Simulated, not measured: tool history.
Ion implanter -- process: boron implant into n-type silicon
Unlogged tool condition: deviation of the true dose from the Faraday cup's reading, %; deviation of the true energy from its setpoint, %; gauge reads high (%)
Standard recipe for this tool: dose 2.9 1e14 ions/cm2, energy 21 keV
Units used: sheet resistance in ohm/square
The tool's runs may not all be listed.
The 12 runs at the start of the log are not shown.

run    hour  dose  energy  wafers since the last listed run  hours since the last dose calibration  hours since the extraction supply was calibrated  hours since the gauge calibration  read-back reference wafer on the same gauge, sheet resistance  sheet resistance
      907.5  -- extraction supply calibrated
      958.5  -- Faraday cup replaced and dose calibrated
 13     959   2.9      23                              1174                                    0.5                                              51.5                             1927.7                                                         279.09            330.37
 14  1053.4   2.9      23                              2132                                   94.9                                             145.9                             2022.1                                                         278.85            328.28
 15  1102.1   2.9    24.5                              1099                                  143.6                                             194.6                             2070.8                                                         279.14            326.27
 16  1266.2   2.9    24.5                              3706                                  307.7                                             358.7                             2234.9                                                         279.39            322.59
 17    1361   2.9    24.5                              2141                                  402.5                                             453.5                             2329.7                                                          279.1            319.74
 18  1467.1   2.9    18.5                              2396                                  508.6                                             559.6                             2435.8                                                         278.89             326.3
     1489.1  -- Faraday cup replaced and dose calibrated
 19  1532.5   2.9    26.5                              1296                                   43.4                                               625                             2501.2                                                         279.12             327.2
 20  1608.1  2.12    16.5                              1707                                    119                                             700.6                             2576.8                                                         279.17            442.27
 21    1654   2.9      21                              1036                                  164.9                                             746.5                             2622.7                                                         278.94            335.31
 22  1694.9   2.9      27                               923                                  205.8                                             787.4                             2663.6                                                         279.15            325.07
       1699  -- gauge calibrated
 23  1754.9   2.9      21                              1355                                  265.8                                             847.4                               55.9                                                          278.9             330.7
 24  1804.6  3.64    17.5                              1122                                  315.5                                             897.1                              105.6                                                         278.69            280.07
 25    1870  3.14      21                              1477                                  380.9                                             962.5                                171                                                            279            308.59
 26  1907.8   2.9    25.5                               853                                  418.7                                            1000.3                              208.8                                                         279.38            319.36
     1997.5  -- Faraday cup replaced and dose calibrated
 27  2015.4   2.9      21                              2249                                   17.9                                            1107.9                              316.4                                                         278.95            330.18
 28  2068.9  2.12    25.5                              1208                                   71.4                                            1161.4                              369.9                                                          279.4            417.76
 29  2123.8   2.9      21                              1239                                  126.3                                            1216.3                              424.8                                                         278.76            328.69
 30  2176.6  3.27      28                              1192                                  179.1                                            1269.1                              477.6                                                         279.14             291.7
 31  2265.8   2.9      21                              2014                                  268.3                                            1358.3                              566.8                                                         279.03            325.14
 32  2344.1   2.9    26.5                              1768                                  346.6                                            1436.6                              645.1                                                         278.84            316.67
 33  2443.7  3.62      15                              2249                                  446.2                                            1536.2                              744.7                                                         279.03            278.46
 34  2537.3  3.73      28                              2113                                  539.8                                            1629.8                              838.3                                                         279.05             250.1
     2564.2  -- Faraday cup replaced and dose calibrated
 35  2578.5  3.33    14.5                               749                                   14.3                                              1671                              879.5                                                         279.21            310.41
 36    2660   2.9      21                              1840                                   95.8                                            1752.5                                961                                                         278.78            330.73

Branching from run 36: 4 alternative next runs. What would each branch give?
  A  2660.4   2.9      21                                 9                                   96.2                                            1752.9                              961.4                                                              ?                 ?
  B  2660.4  2.09    18.5                                 9                                   96.2                                            1752.9                              961.4                                                              ?                 ?
  C  2660.4  3.76      19                                 9                                   96.2                                            1752.9                              961.4                                                              ?                 ?
  D  2660.4  2.42    16.5                                 9                                   96.2                                            1752.9                              961.4                                                              ?                 ?

run  read-back reference wafer on the same gauge, sheet resistance  sheet resistance
  A                                                         278.64            330.28
  B                                                         278.64            436.61
  C                                                         278.64            271.05
  D                                                         278.64            392.82
With no hidden state in the tool, these same runs would have given:
run  sheet resistance
  A            330.09
  B            436.37
  C             270.9
  D            392.59
